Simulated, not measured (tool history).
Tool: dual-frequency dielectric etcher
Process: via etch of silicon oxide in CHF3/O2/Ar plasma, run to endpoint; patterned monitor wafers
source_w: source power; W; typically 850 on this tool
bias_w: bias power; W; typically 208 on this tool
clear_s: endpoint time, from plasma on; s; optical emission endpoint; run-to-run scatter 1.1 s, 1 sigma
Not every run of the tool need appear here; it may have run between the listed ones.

| run | hour | source_w | bias_w | wafers since the last listed run | hours since the last wet clean | hours since the last source power generator calibration | hours since the last bias power generator calibration | hours since the last upper electrode change | incoming incoming film thickness, nm | clear_s |
|---|---|---|---|---|---|---|---|---|---|---|
| 1 | 0.0 | 850 | 208 | 0 | 429.1 | 1923.9 | 1145.9 | 1778.7 | 837.6 | 359.4 |
|  | 33.3 | wet clean of the chamber |
| 2 | 33.8 | 730 | 198 | 45 | 0.5 | 1957.7 | 1179.7 | 1812.5 | 825.2 | 393.8 |
| 3 | 40.5 | 730 | 198 | 30 | 7.2 | 1964.4 | 1186.4 | 1819.2 | 833.0 | 399.2 |
| 4 | 66.3 | 850 | 208 | 118 | 33.0 | 1990.2 | 1212.2 | 1845.0 | 833.9 | 362.9 |
| 5 | 80.5 | 850 | 208 | 65 | 47.2 | 2004.4 | 1226.4 | 1859.2 | 832.6 | 360.4 |
| 6 | 102.2 | 850 | 220 | 100 | 68.9 | 2026.1 | 1248.1 | 1880.9 | 827.0 | 349.3 |
| 7 | 128.2 | 850 | 220 | 119 | 94.9 | 2052.1 | 1274.1 | 1906.9 | 837.0 | 354.2 |
| 8 | 147.8 | 850 | 220 | 90 | 114.5 | 2071.7 | 1293.7 | 1926.5 | 837.7 | 353.3 |
|  | 225.8 | source power generator calibrated |
| 9 | 244.6 | 790 | 174 | 427 | 211.3 | 18.8 | 1390.5 | 2023.3 | 828.2 | 399.6 |
| 10 | 266.6 | 790 | 174 | 101 | 233.3 | 40.8 | 1412.5 | 2045.3 | 841.4 | 405.5 |
| 11 | 291.0 | 850 | 208 | 112 | 257.7 | 65.2 | 1436.9 | 2069.7 | 826.8 | 356.6 |
| 12 | 321.5 | 850 | 208 | 140 | 288.2 | 95.7 | 1467.4 | 2100.2 | 834.7 | 360.6 |
|  | 358.4 | upper electrode replaced |
| 13 | 358.9 | 750 | 180 | 61 | 325.6 | 133.1 | 1504.8 | 0.5 | 834.5 | 403.9 |
| 14 | 359.3 | 990 | 236 | 1 | 326.0 | 133.5 | 1505.2 | 0.9 | 830.7 | 314.6 |
| 15 | 369.2 | 670 | 170 | 45 | 335.9 | 143.4 | 1515.1 | 10.8 | 833.7 | 437.7 |
|  | 380.8 | bias power generator calibrated |
| 16 | 393.6 | 850 | 208 | 94 | 360.3 | 167.8 | 12.8 | 35.2 | 833.0 | 356.3 |
|  | 422.2 | wet clean of the chamber |
| 17 | 422.7 | 850 | 208 | 23 | 0.5 | 196.9 | 41.9 | 64.3 | 832.5 | 363.3 |
| 18 | 486.2 | 730 | 256 | 292 | 64.0 | 260.4 | 105.4 | 127.8 | 826.3 | 351.5 |
| 19 | 502.1 | 910 | 238 | 73 | 79.9 | 276.3 | 121.3 | 143.7 | 830.7 | 331.9 |
| 20 | 537.8 | 910 | 238 | 164 | 115.6 | 312.0 | 157.0 | 179.4 | 830.9 | 328.4 |
| 21 | 554.8 | 850 | 183 | 78 | 132.6 | 329.0 | 174.0 | 196.4 | 832.2 | 378.6 |
| 22 | 573.2 | 850 | 208 | 84 | 151.0 | 347.4 | 192.4 | 214.8 | 833.9 | 359.5 |
| 23 | 593.2 | 850 | 191 | 92 | 171.0 | 367.4 | 212.4 | 234.8 | 822.4 | 368.7 |
| 24 | 626.6 | 850 | 230 | 154 | 204.4 | 400.8 | 245.8 | 268.2 | 827.0 | 342.9 |
| 25 | 651.7 | 940 | 208 | 115 | 229.5 | 425.9 | 270.9 | 293.3 | 842.2 | 346.8 |

Selected run-to-run steps in clear_s, each split into two signed amounts: the part the tool would show with no hidden state at all (from settings, incoming material and random variation), and the remainder, which goes to the hidden state together with any gauge scatter not common to the measured and the hidden-state-free results:
Unlogged tool condition in this case: etch rate over this chamber's usual, %; source power that arrives over what is set, %; bias power that arrives over what is set, %.
Run 1 -> 2: source_w 850 -> 730, bias_w 208 -> 198, wet clean of the chamber. clear_s +34.4 s: hidden state +4.6, all else +29.8.
Run 13 -> 14: source_w 750 -> 990, bias_w 180 -> 236. clear_s -89.3 s: hidden state +0.8, all else -90.1.
Run 14 -> 15: source_w 990 -> 670, bias_w 236 -> 170. clear_s +123.1 s: hidden state -1.3, all else +124.4.
Run 16 -> 17: wet clean of the chamber. clear_s +7.0 s: hidden state +4.2, all else +2.8.
